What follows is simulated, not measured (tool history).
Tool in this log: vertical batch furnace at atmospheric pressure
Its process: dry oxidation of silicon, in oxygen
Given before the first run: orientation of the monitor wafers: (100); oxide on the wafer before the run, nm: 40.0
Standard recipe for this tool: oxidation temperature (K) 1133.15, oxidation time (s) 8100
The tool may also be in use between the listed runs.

run,hour,oxidation temperature (K),oxidation time (s),"read-back reference wafer on the same gauge, thickness",oxide thickness on the monitor wafer (angstrom)
1,0,1133.15,8100,59.16,502.8
2,25.2,1133.15,8100,59.16,503.5
3,58.2,1133.15,8100,59.21,503.4
4,86.8,1133.15,6660,59.27,485.9
5,106.6,1133.15,6660,59.24,486.6
# hour 111.7: gauge calibrated
6,130,1133.15,8100,58.69,500
7,160.1,1133.15,5220,58.87,465.5
8,175.4,1133.15,5220,58.91,465.6
9,192.1,1133.15,8100,58.93,502.7
10,214.1,1133.15,8100,59.07,503.6
# hour 253.1: thermocouples replaced and temperature profile calibrated
# hour 255: boat lift adjusted
11,255.5,1133.15,8100,59.14,503.8
12,263.4,1133.15,10620,59.15,535.6
13,283.8,1149.15,6960,59.19,515.2
14,313.1,1133.15,8100,59.24,503.4
15,341.8,1153.15,11670,59.25,602.8
16,364.2,1133.15,8100,59.24,504.1
17,384.8,1133.15,9330,59.27,520.1
18,417,1127.15,11190,59.27,530.5
# hour 431.2: gauge calibrated
19,445.5,1133.15,11940,58.62,544.7
20,457.5,1133.15,8100,58.64,499.3
21,490.9,1133.15,6150,58.83,477.4
22,590.2,1149.15,4710,59.09,480.4

For each run, what was the tool's unlogged condition?
true tube temperature minus thermocouple reading, K: 0 across all the runs
monitor wafer colder than the profiled boat position, K: 0 across all the runs
H1: gauge reads high (%)
run,H1
1,1.1
2,1.16
3,1.21
4,1.24
5,1.26
6,0.341
7,0.614
8,0.724
9,0.827
10,0.938
11,1.09
12,1.11
13,1.16
14,1.22
15,1.26
16,1.29
17,1.31
18,1.33
19,0.15
20,0.273
21,0.549
22,0.984

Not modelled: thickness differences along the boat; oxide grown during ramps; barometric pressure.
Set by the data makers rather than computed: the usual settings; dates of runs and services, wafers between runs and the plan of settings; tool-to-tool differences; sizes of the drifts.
